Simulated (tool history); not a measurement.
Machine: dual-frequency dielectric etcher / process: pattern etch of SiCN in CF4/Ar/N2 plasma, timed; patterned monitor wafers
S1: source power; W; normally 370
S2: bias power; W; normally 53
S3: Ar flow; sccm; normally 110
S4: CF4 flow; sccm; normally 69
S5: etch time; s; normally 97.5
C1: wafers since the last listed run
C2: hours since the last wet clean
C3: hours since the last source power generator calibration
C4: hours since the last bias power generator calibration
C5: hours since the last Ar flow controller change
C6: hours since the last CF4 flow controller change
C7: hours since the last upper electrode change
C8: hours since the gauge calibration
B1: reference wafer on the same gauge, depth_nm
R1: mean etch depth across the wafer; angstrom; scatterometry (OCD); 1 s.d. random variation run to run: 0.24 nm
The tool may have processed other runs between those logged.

run,hour,S1,S2,S3,S4,S5,C1,C2,C3,C4,C5,C6,C7,C8,B1,R1
1,0,370,53,110,69,76.5,0,58.2,796.3,3760.3,1124.5,2512.8,206.9,3147.6,50.9,460
# hour 3: gauge calibrated
# hour 130.7: bias power generator calibrated
2,231.8,330,62,110,52,119.5,2399,290,1028.1,101.1,1356.3,2744.6,438.7,228.8,52.1,682
3,294.2,370,53,110,69,97.5,657,352.4,1090.5,163.5,1418.7,2807,501.1,291.2,52.1,598
4,390.6,410,59,110,80,97.5,1015,448.8,1186.9,259.9,1515.1,2903.4,597.5,387.6,51.9,678
5,436.7,290,53,110,59,97.5,485,494.9,1233,306,1561.2,2949.5,643.6,433.7,51.8,489
6,498.1,370,62,127,52,109,646,556.3,1294.4,367.4,1622.6,3010.9,705,495.1,51.8,660
# hour 722.4: Ar flow controller replaced
# hour 756.6: wet clean of the chamber
7,765.8,290,43,89,69,97.5,2503,9.2,1562.1,635.1,43.4,3278.6,972.7,762.8,51.4,481
# hour 780: source power generator calibrated
8,839.5,370,44,110,69,84.5,734,82.9,59.5,708.8,117.1,3352.3,1046.4,836.5,51.4,481
9,890.4,370,53,125,69,97.5,536,133.8,110.4,759.7,168,3403.2,1097.3,887.4,51.5,582
10,1210.3,340,57,96,69,97.5,3369,453.7,430.3,1079.6,487.9,3723.1,1417.2,1207.3,51.2,576
# hour 1219.2: CF4 flow controller replaced
11,1270.3,370,60,110,69,97.5,568,513.7,490.3,1139.6,547.9,51.1,1477.2,1267.3,51.1,614
12,1339.6,370,53,110,69,97.5,729,583,559.6,1208.9,617.2,120.4,1546.5,1336.6,51.1,585
13,1442.2,370,60,110,76,97.5,1080,685.6,662.2,1311.5,719.8,223,1649.1,1439.2,51.1,622
14,1532.6,290,43,89,69,97.5,952,776,752.6,1401.9,810.2,313.4,1739.5,1529.6,51,476
15,1570.4,370,53,110,69,97.5,398,813.8,790.4,1439.7,848,351.2,1777.3,1567.4,51,588
16,1609.3,370,59,138,69,97.5,409,852.7,829.3,1478.6,886.9,390.1,1816.2,1606.3,51,592
# hour 1639.8: wet clean of the chamber
17,1928.6,370,53,110,57,111,3110,288.8,1148.6,1797.9,1206.2,709.4,2135.5,1925.6,50.9,644
18,1974,370,53,110,69,97.5,478,334.2,1194,1843.3,1251.6,754.8,2180.9,1971,50.9,584
19,2203,370,53,110,69,97.5,2412,563.2,1423,2072.3,1480.6,983.8,2409.9,2200,50.8,586
# hour 2210.6: source power generator calibrated
20,2286.2,370,53,110,56,69.5,834,646.4,75.6,2155.5,1563.8,1067,2493.1,2283.2,50.8,403
21,2341,350,53,110,69,97.5,577,701.2,130.4,2210.3,1618.6,1121.8,2547.9,2338,50.8,564
22,2438.9,420,53,110,84,97.5,1031,799.1,228.3,2308.2,1716.5,1219.7,2645.8,2435.9,50.8,655

Alternative continuations, all from the tool just after run 22; predict every row:
A,2439.3,370,53,110,69,97.5,4,799.5,228.7,2308.6,1716.9,1220.1,2646.2,2436.3,?,?
B,2439.3,290,45,110,69,97.5,4,799.5,228.7,2308.6,1716.9,1220.1,2646.2,2436.3,?,?
C,2439.3,370,65,86,60,114.5,4,799.5,228.7,2308.6,1716.9,1220.1,2646.2,2436.3,?,?

run,B1,R1
A,50.8,587
B,50.8,470
C,50.8,741
Take away the tool's hidden state, keep each run's random variation, and the runs would have read:
run,R1
A,605
B,485
C,765

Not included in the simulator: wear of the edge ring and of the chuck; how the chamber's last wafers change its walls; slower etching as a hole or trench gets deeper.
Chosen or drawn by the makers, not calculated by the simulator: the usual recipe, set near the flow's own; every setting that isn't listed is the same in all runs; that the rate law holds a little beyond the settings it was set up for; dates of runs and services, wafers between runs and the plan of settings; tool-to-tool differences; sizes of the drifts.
